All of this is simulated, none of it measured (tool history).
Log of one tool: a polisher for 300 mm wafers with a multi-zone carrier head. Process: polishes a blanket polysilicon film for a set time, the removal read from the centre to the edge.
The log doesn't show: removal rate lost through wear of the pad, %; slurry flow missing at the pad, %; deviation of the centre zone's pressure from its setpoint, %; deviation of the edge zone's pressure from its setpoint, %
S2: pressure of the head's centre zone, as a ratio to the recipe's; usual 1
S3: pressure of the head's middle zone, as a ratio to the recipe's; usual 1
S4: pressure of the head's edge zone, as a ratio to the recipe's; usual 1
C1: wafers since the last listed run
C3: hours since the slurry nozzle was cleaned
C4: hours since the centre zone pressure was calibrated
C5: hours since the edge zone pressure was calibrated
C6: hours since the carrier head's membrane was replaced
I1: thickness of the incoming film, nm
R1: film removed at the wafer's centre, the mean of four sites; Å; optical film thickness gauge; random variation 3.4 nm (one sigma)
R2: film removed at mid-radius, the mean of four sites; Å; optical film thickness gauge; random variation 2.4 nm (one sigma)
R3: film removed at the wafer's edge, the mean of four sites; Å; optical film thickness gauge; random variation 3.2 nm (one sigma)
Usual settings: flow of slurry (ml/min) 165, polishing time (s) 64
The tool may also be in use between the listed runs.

{"run": 1, "hour": 0.0, "flow of slurry (ml/min)": 150, "S2": 1, "S3": 1, "S4": 1, "polishing time (s)": 64, "C1": 0, "wafers polished on this pad": 1037, "C3": 557.2, "C4": 7.5, "C5": 144.6, "C6": 201.4, "I1": 1362, "R1": 2653, "R2": 2667, "R3": 2629}
{"run": 2, "hour": 70.2, "flow of slurry (ml/min)": 165, "S2": 1, "S3": 1, "S4": 1, "polishing time (s)": 64, "C1": 434, "wafers polished on this pad": 1472, "C3": 627.4, "C4": 77.7, "C5": 214.8, "C6": 271.6, "I1": 1336.7, "R1": 2624, "R2": 2609, "R3": 2669}
{"run": 3, "hour": 129.9, "flow of slurry (ml/min)": 165, "S2": 1, "S3": 1, "S4": 1, "polishing time (s)": 50, "C1": 369, "wafers polished on this pad": 1842, "C3": 687.1, "C4": 137.4, "C5": 274.5, "C6": 331.3, "I1": 1361.2, "R1": 2052, "R2": 2002, "R3": 2084}
{"hour": 186.4, "done": "slurry nozzle cleaned"}
{"run": 4, "hour": 230.7, "flow of slurry (ml/min)": 165, "S2": 1, "S3": 1, "S4": 1, "polishing time (s)": 50, "C1": 618, "wafers polished on this pad": 2460, "C3": 44.3, "C4": 238.2, "C5": 375.3, "C6": 432.1, "I1": 1345.1, "R1": 2129, "R2": 2037, "R3": 2068}
{"run": 5, "hour": 293.9, "flow of slurry (ml/min)": 165, "S2": 1, "S3": 0.92, "S4": 1, "polishing time (s)": 70, "C1": 391, "wafers polished on this pad": 2852, "C3": 107.5, "C4": 301.4, "C5": 438.5, "C6": 495.3, "I1": 1362.8, "R1": 2965, "R2": 2682, "R3": 2867}
{"hour": 319.6, "done": "worn pad replaced by a new one"}
{"run": 6, "hour": 342.4, "flow of slurry (ml/min)": 130, "S2": 0.9, "S3": 1, "S4": 1, "polishing time (s)": 64, "C1": 275, "wafers polished on this pad": 141, "C3": 156, "C4": 349.9, "C5": 487, "C6": 543.8, "I1": 1355.3, "R1": 2432, "R2": 2676, "R3": 2703}
{"run": 7, "hour": 430.5, "flow of slurry (ml/min)": 165, "S2": 1, "S3": 1, "S4": 1, "polishing time (s)": 64, "C1": 545, "wafers polished on this pad": 687, "C3": 244.1, "C4": 438, "C5": 575.1, "C6": 631.9, "I1": 1353.6, "R1": 2739, "R2": 2701, "R3": 2727}
{"run": 8, "hour": 502.8, "flow of slurry (ml/min)": 165, "S2": 1, "S3": 0.93, "S4": 1, "polishing time (s)": 64, "C1": 447, "wafers polished on this pad": 1134, "C3": 316.4, "C4": 510.3, "C5": 647.4, "C6": 704.2, "I1": 1361.7, "R1": 2640, "R2": 2515, "R3": 2648}
{"hour": 505.0, "done": "edge zone pressure recalibrated"}
{"run": 9, "hour": 552.5, "flow of slurry (ml/min)": 190, "S2": 1, "S3": 0.92, "S4": 1, "polishing time (s)": 64, "C1": 295, "wafers polished on this pad": 1430, "C3": 366.1, "C4": 560, "C5": 47.5, "C6": 753.9, "I1": 1379, "R1": 2703, "R2": 2477, "R3": 2739}
{"run": 10, "hour": 610.1, "flow of slurry (ml/min)": 165, "S2": 1, "S3": 1, "S4": 1, "polishing time (s)": 64, "C1": 356, "wafers polished on this pad": 1787, "C3": 423.7, "C4": 617.6, "C5": 105.1, "C6": 811.5, "I1": 1360.3, "R1": 2613, "R2": 2607, "R3": 2610}
{"hour": 680.0, "done": "centre zone pressure recalibrated"}
{"run": 11, "hour": 709.2, "flow of slurry (ml/min)": 165, "S2": 1, "S3": 1, "S4": 1, "polishing time (s)": 42, "C1": 601, "wafers polished on this pad": 2388, "C3": 522.8, "C4": 29.2, "C5": 204.2, "C6": 910.6, "I1": 1356.7, "R1": 1710, "R2": 1691, "R3": 1699}
{"hour": 811.6, "done": "worn pad replaced by a new one"}
{"run": 12, "hour": 816.1, "flow of slurry (ml/min)": 165, "S2": 1, "S3": 1, "S4": 1, "polishing time (s)": 64, "C1": 637, "wafers polished on this pad": 28, "C3": 629.7, "C4": 136.1, "C5": 311.1, "C6": 1017.5, "I1": 1359.5, "R1": 2735, "R2": 2688, "R3": 2734}
{"run": 13, "hour": 852.5, "flow of slurry (ml/min)": 110, "S2": 1, "S3": 1, "S4": 1, "polishing time (s)": 74, "C1": 225, "wafers polished on this pad": 253, "C3": 666.1, "C4": 172.5, "C5": 347.5, "C6": 1053.9, "I1": 1339.5, "R1": 2976, "R2": 2963, "R3": 2980}
{"hour": 869.5, "done": "carrier head's membrane replaced by a new one"}
{"run": 14, "hour": 929.3, "flow of slurry (ml/min)": 110, "S2": 1, "S3": 1.06, "S4": 0.95, "polishing time (s)": 46, "C1": 444, "wafers polished on this pad": 698, "C3": 742.9, "C4": 249.3, "C5": 424.3, "C6": 59.8, "I1": 1347.7, "R1": 1846, "R2": 1868, "R3": 1807}
{"run": 15, "hour": 1003.3, "flow of slurry (ml/min)": 125, "S2": 0.88, "S3": 0.9, "S4": 1, "polishing time (s)": 52, "C1": 458, "wafers polished on this pad": 1156, "C3": 816.9, "C4": 323.3, "C5": 498.3, "C6": 133.8, "I1": 1364.8, "R1": 1803, "R2": 1867, "R3": 2106}
{"run": 16, "hour": 1051.9, "flow of slurry (ml/min)": 165, "S2": 1, "S3": 0.93, "S4": 1, "polishing time (s)": 64, "C1": 301, "wafers polished on this pad": 1457, "C3": 865.5, "C4": 371.9, "C5": 546.9, "C6": 182.4, "I1": 1367.8, "R1": 2573, "R2": 2413, "R3": 2578}
{"run": 17, "hour": 1110.3, "flow of slurry (ml/min)": 195, "S2": 1, "S3": 1, "S4": 1, "polishing time (s)": 49, "C1": 361, "wafers polished on this pad": 1819, "C3": 923.9, "C4": 430.3, "C5": 605.3, "C6": 240.8, "I1": 1364.3, "R1": 1975, "R2": 1956, "R3": 2000}
{"hour": 1120.5, "done": "slurry nozzle cleaned"}
{"hour": 1136.9, "done": "edge zone pressure recalibrated"}
{"run": 18, "hour": 1180.9, "flow of slurry (ml/min)": 165, "S2": 1, "S3": 1, "S4": 1, "polishing time (s)": 64, "C1": 418, "wafers polished on this pad": 2238, "C3": 60.4, "C4": 500.9, "C5": 44, "C6": 311.4, "I1": 1359.8, "R1": 2742, "R2": 2639, "R3": 2599}
{"hour": 1228.7, "done": "centre zone pressure recalibrated"}
{"run": 19, "hour": 1257.4, "flow of slurry (ml/min)": 215, "S2": 1, "S3": 1, "S4": 1, "polishing time (s)": 64, "C1": 461, "wafers polished on this pad": 2699, "C3": 136.9, "C4": 28.7, "C5": 120.5, "C6": 387.9, "I1": 1348.8, "R1": 2777, "R2": 2703, "R3": 2727}
{"run": 20, "hour": 1314.9, "flow of slurry (ml/min)": 165, "S2": 1, "S3": 1.03, "S4": 1, "polishing time (s)": 85, "C1": 356, "wafers polished on this pad": 3055, "C3": 194.4, "C4": 86.2, "C5": 178, "C6": 445.4, "I1": 1387.9, "R1": 3551, "R2": 3557, "R3": 3500}
{"run": 21, "hour": 1395.6, "flow of slurry (ml/min)": 165, "S2": 1, "S3": 1, "S4": 1, "polishing time (s)": 64, "C1": 499, "wafers polished on this pad": 3555, "C3": 275.1, "C4": 166.9, "C5": 258.7, "C6": 526.1, "I1": 1362.9, "R1": 2593, "R2": 2575, "R3": 2618}
{"hour": 1425.3, "done": "worn pad replaced by a new one"}
{"run": 22, "hour": 1448.9, "flow of slurry (ml/min)": 165, "S2": 1, "S3": 1, "S4": 0.91, "polishing time (s)": 49, "C1": 305, "wafers polished on this pad": 146, "C3": 328.4, "C4": 220.2, "C5": 312, "C6": 579.4, "I1": 1389.1, "R1": 2175, "R2": 2112, "R3": 2021}

How the hidden state differs across the entries between the runs, from the last listed run before each to the first after it:
Between runs 3 and 4: slurry nozzle cleaned (hour 186.4)
  removal rate lost through wear of the pad, %: 4.69 -> 5.94; slurry flow missing at the pad, %: 24.1 -> 2.37
  measured less the result without the state, R1: -178 -> -142 Å; R2: -166 -> -135 Å; R3: -153 -> -135 Å
Between runs 5 and 6: worn pad replaced by a new one (hour 319.6)
  removal rate lost through wear of the pad, %: 6.72 -> 2; slurry flow missing at the pad, %: 2.82 -> 3.41
  measured less the result without the state, R1: -225 -> -62 Å; R2: -203 -> -67 Å; R3: -214 -> -64 Å
Between runs 8 and 9: edge zone pressure recalibrated (hour 505)
  removal rate lost through wear of the pad, %: 3.99 -> 4.6; slurry flow missing at the pad, %: 6.92 -> 8.49
  measured less the result without the state, R1: -134 -> -159 Å; R2: -126 -> -143 Å; R3: -126 -> -151 Å
Between runs 10 and 11: centre zone pressure recalibrated (hour 680)
  removal rate lost through wear of the pad, %: 5.32 -> 6.54; slurry flow missing at the pad, %: 10.6 -> 14.9
  measured less the result without the state, R1: -186 -> -158 Å; R2: -182 -> -152 Å; R3: -172 -> -143 Å
Between runs 11 and 12: worn pad replaced by a new one (hour 811.6)
  removal rate lost through wear of the pad, %: 6.54 -> 0.12; slurry flow missing at the pad, %: 14.9 -> 20.6
  measured less the result without the state, R1: -158 -> -86 Å; R2: -152 -> -76 Å; R3: -143 -> -56 Å
Between runs 13 and 14: carrier head's membrane replaced by a new one (hour 869.5)
  removal rate lost through wear of the pad, %: 0.571 -> 1.52; slurry flow missing at the pad, %: 22.8 -> 27.8
  measured less the result without the state, R1: -146 -> -131 Å; R2: -130 -> -121 Å; R3: -96 -> -90 Å
Between runs 17 and 18: slurry nozzle cleaned (hour 1120.5); edge zone pressure recalibrated (hour 1136.9)
  removal rate lost through wear of the pad, %: 3.77 -> 4.64; slurry flow missing at the pad, %: 41.8 -> 0.85
  measured less the result without the state, R1: -212 -> -137 Å; R2: -195 -> -132 Å; R3: -166 -> -128 Å
Between runs 18 and 19: centre zone pressure recalibrated (hour 1228.7)
  removal rate lost through wear of the pad, %: 4.64 -> 5.59; slurry flow missing at the pad, %: 0.85 -> 1.55
  measured less the result without the state, R1: -137 -> -169 Å; R2: -132 -> -164 Å; R3: -128 -> -165 Å
Between runs 21 and 22: worn pad replaced by a new one (hour 1425.3)
  removal rate lost through wear of the pad, %: 7.31 -> 0.515; slurry flow missing at the pad, %: 4.19 -> 5.67
  measured less the result without the state, R1: -220 -> -28 Å; R2: -217 -> -25 Å; R3: -216 -> -21 Å
